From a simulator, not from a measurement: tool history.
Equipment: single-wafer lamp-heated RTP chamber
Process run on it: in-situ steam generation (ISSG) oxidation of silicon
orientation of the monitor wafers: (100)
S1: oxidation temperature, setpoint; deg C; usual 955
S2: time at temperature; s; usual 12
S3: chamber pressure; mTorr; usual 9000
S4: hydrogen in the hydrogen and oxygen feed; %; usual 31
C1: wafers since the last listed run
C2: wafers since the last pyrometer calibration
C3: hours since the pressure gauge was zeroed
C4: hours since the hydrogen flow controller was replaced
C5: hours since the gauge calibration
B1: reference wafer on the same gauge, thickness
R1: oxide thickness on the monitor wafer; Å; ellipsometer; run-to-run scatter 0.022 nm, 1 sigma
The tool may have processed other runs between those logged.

run   hour   S1  S2    S3  S4    C1    C2      C3      C4     C5     B1     R1
  1      0  947  12  9000  31     0  1629  4504.9  5626.7  298.3  4.799   41.8
  2   24.1  947  12  9000  31   388  2018    4529  5650.8  322.4  4.807  41.67
      53.4  -- pyrometer window cleaned and pyrometer calibrated
  3   73.8  947  12  9000  31   672   329  4578.7  5700.5  372.1  4.805  41.01
  4  139.8  955  12  8500  31  1064  1394  4644.7  5766.5  438.1  4.794  43.29
       181  -- pyrometer window cleaned and pyrometer calibrated
  5  187.1  955  12  9000  31   634    98    4692  5813.8  485.4  4.813  42.03
     237.6  -- pressure gauge zeroed
  6  251.6  955  12  9000  31   911  1010      14  5878.3  549.9  4.793  42.26
     304.1  -- pyrometer window cleaned and pyrometer calibrated
  7  304.6  955  12  9000  31   726     8      67  5931.3  602.9  4.793   41.4
  8  321.5  955  12  9000  31   272   281    83.9  5948.2  619.8  4.793  41.85
  9  347.5  936  10  8400  22   419   700   109.9  5974.2  645.8  4.801  34.63
     407.6  -- hydrogen flow controller replaced
 10  408.1  955  12  9000  27   848  1549   170.5     0.5  706.4  4.796  41.08
     427.5  -- pyrometer window cleaned and pyrometer calibrated
       440  -- gauge calibrated
 11  460.1  939  15  7800  31   709   526   222.5    52.5   20.1  4.801  43.97
 12    528  961  14  8400  32  1095  1622   290.4   120.4     88  4.794  46.61
 13  561.9  955  12  9000  31   546  2169   324.3   154.3  121.9    4.8  42.95
       576  -- pyrometer window cleaned and pyrometer calibrated
 14  620.8  955  14  9000  32   821   722   383.2   213.2  180.8  4.797  45.02

Alternative continuations, all from the tool just after run 14; predict every row:
  A  621.2  955  12   8200  31   6  728  383.6  213.6  181.2   ?   ?
  B  621.2  955   8   9000  31   6  728  383.6  213.6  181.2   ?   ?
  C  621.2  946  12  10200  26   6  728  383.6  213.6  181.2   ?   ?

run     B1     R1
  A  4.802  42.27
  B  4.802  36.13
  C  4.802  38.05
The same runs, with their run-to-run variation unchanged, on a tool lacking any hidden condition would have given:
run     R1
  A  41.81
  B   35.8
  C  37.66

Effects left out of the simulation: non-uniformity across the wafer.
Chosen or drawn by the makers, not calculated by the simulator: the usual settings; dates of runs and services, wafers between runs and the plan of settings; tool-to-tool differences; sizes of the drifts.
